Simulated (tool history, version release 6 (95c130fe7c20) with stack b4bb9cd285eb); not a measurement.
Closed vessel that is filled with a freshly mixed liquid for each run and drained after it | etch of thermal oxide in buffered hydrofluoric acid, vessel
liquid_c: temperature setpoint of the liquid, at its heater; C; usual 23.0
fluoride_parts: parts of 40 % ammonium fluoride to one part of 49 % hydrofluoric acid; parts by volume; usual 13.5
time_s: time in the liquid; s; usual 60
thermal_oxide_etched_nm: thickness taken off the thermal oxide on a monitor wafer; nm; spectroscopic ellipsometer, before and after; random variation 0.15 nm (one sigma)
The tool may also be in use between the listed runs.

| run | hour | liquid_c | fluoride_parts | time_s | read-back film thickness of the thermal oxide reference wafer, read on the same gauge (nm) | thermal_oxide_etched_nm |
|---|---|---|---|---|---|---|
| 1 | 0.0 | 23.0 | 13.5 | 60 | 100.01 | 38.72 |
| 2 | 40.6 | 23.0 | 13.5 | 60 | 100.02 | 38.84 |
| 3 | 72.7 | 23.0 | 13.5 | 60 | 100.01 | 38.60 |
| 4 | 137.4 | 23.0 | 13.5 | 60 | 100.00 | 38.68 |
| 5 | 182.0 | 23.0 | 13.5 | 45 | 100.01 | 28.95 |
| 6 | 234.3 | 23.0 | 13.5 | 60 | 99.97 | 38.98 |
| 7 | 261.9 | 23.0 | 13.5 | 60 | 99.99 | 38.74 |
| 8 | 303.8 | 23.0 | 13.5 | 60 | 100.00 | 38.62 |
| 9 | 370.4 | 23.0 | 13.5 | 60 | 99.99 | 38.75 |
| 10 | 419.4 | 21.0 | 13.5 | 60 | 100.00 | 34.80 |
|  | 470.1 | thermometer replaced |
| 11 | 470.6 | 19.0 | 9.0 | 80 | 100.03 | 58.51 |
| 12 | 500.3 | 23.0 | 8.5 | 60 | 99.97 | 56.88 |
| 13 | 556.5 | 20.5 | 13.5 | 30 | 99.98 | 16.36 |
| 14 | 598.2 | 26.5 | 18.0 | 80 | 99.98 | 45.37 |
| 15 | 666.3 | 21.5 | 11.5 | 30 | 100.03 | 20.19 |
|  | 672.2 | gauge calibrated |
| 16 | 733.7 | 23.0 | 18.0 | 50 | 100.00 | 23.33 |
|  | 735.4 | hydrofluoric acid flow meter replaced |
| 17 | 768.2 | 26.0 | 13.5 | 60 | 100.01 | 46.87 |
| 18 | 812.9 | 21.0 | 13.5 | 60 | 99.99 | 35.53 |
| 19 | 877.6 | 24.5 | 13.5 | 80 | 99.99 | 57.39 |
| 20 | 943.3 | 18.0 | 18.5 | 40 | 100.04 | 14.63 |
| 21 | 995.4 | 26.0 | 13.5 | 60 | 100.03 | 46.47 |

The same runs without the tool's hidden state, with the same run-to-run variation:
The hidden state here: liquid hotter than its thermometer reads (K); hydrofluoric acid flow below the setpoint (%); gauge reads high (%).
| run | thermal_oxide_etched_nm |
|---|---|
| 1 | 39.35 |
| 2 | 39.50 |
| 3 | 39.28 |
| 4 | 39.41 |
| 5 | 29.50 |
| 6 | 39.76 |
| 7 | 39.54 |
| 8 | 39.45 |
| 9 | 39.62 |
| 10 | 35.61 |
| 11 | 60.44 |
| 12 | 60.33 |
| 13 | 17.27 |
| 14 | 47.93 |
| 15 | 21.34 |
| 16 | 24.69 |
| 17 | 46.72 |
| 18 | 35.43 |
| 19 | 57.29 |
| 20 | 14.61 |
| 21 | 46.49 |
